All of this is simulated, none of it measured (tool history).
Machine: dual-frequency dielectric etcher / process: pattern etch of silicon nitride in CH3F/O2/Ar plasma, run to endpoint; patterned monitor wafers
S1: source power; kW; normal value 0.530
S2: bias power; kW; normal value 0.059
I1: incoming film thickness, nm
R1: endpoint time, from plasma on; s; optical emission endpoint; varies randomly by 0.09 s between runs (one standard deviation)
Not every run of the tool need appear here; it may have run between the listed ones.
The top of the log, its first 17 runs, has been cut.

Run 18, hour 264.3: usual settings; I1 21.90. Result: R1 28.7 s.
Run 19, hour 276.2: usual settings but S1 0.570 kW, S2 0.065 kW; I1 22.24. Result: R1 27.3 s.
Run 20, hour 282.5: usual settings but S1 0.420 kW, S2 0.070 kW; I1 22.08. Result: R1 31.0 s.
At hour 310.1: upper electrode replaced.
Run 21, hour 310.6: usual settings; I1 22.07. Result: R1 28.8 s.
Run 22, hour 310.9: usual settings; I1 22.21. Result: R1 28.8 s.
Run 23, hour 323.5: usual settings but S2 0.050 kW; I1 22.17. Result: R1 30.0 s.
At hour 347.6: wet clean of the chamber.
Run 24, hour 348.1: usual settings but S1 0.610 kW, S2 0.045 kW; I1 22.11. Result: R1 29.8 s.
Run 25, hour 348.4: usual settings but S1 0.570 kW, S2 0.051 kW; I1 22.13. Result: R1 30.0 s.
Run 26, hour 352.8: usual settings but S1 0.490 kW, S2 0.066 kW; I1 22.14. Result: R1 30.4 s.
Run 27, hour 369.6: usual settings but S1 0.620 kW; I1 22.08. Result: R1 27.7 s.
Run 28, hour 380.1: usual settings but S1 0.650 kW, S2 0.046 kW; I1 21.94. Result: R1 28.5 s.
Run 29, hour 391.5: usual settings but S1 0.570 kW, S2 0.064 kW; I1 22.06. Result: R1 28.2 s.
Run 30, hour 400.3: usual settings but S1 0.420 kW, S2 0.053 kW; I1 22.22. Result: R1 34.5 s.
Run 31, hour 415.4: usual settings but S1 0.590 kW, S2 0.066 kW; I1 22.14. Result: R1 27.6 s.
Run 32, hour 432.5: usual settings but S1 0.440 kW, S2 0.067 kW; I1 22.12. Result: R1 31.8 s.
Run 33, hour 450.4: usual settings but S1 0.620 kW, S2 0.065 kW; I1 22.24. Result: R1 27.1 s.

Consider 4 possible next runs. They are alternatives, not a sequence: every one starts from the tool as it was left by run 33. What does each give?
Run A, hour 450.8: usual settings; I1 22.10. Result: R1 ?.
Run B, hour 450.8: usual settings but S1 0.430 kW; I1 22.10. Result: R1 ?.
Run C, hour 450.8: usual settings but S1 0.570 kW, S2 0.045 kW; I1 22.10. Result: R1 ?.
Run D, hour 450.8: usual settings but S2 0.044 kW; I1 22.10. Result: R1 ?.

run    R1
  A  29.7
  B  32.9
  C  30.4
  D  31.6
Without the tool's unlogged condition, the same runs would have read:
run    R1
  A  30.0
  B  33.2
  C  30.7
  D  31.9
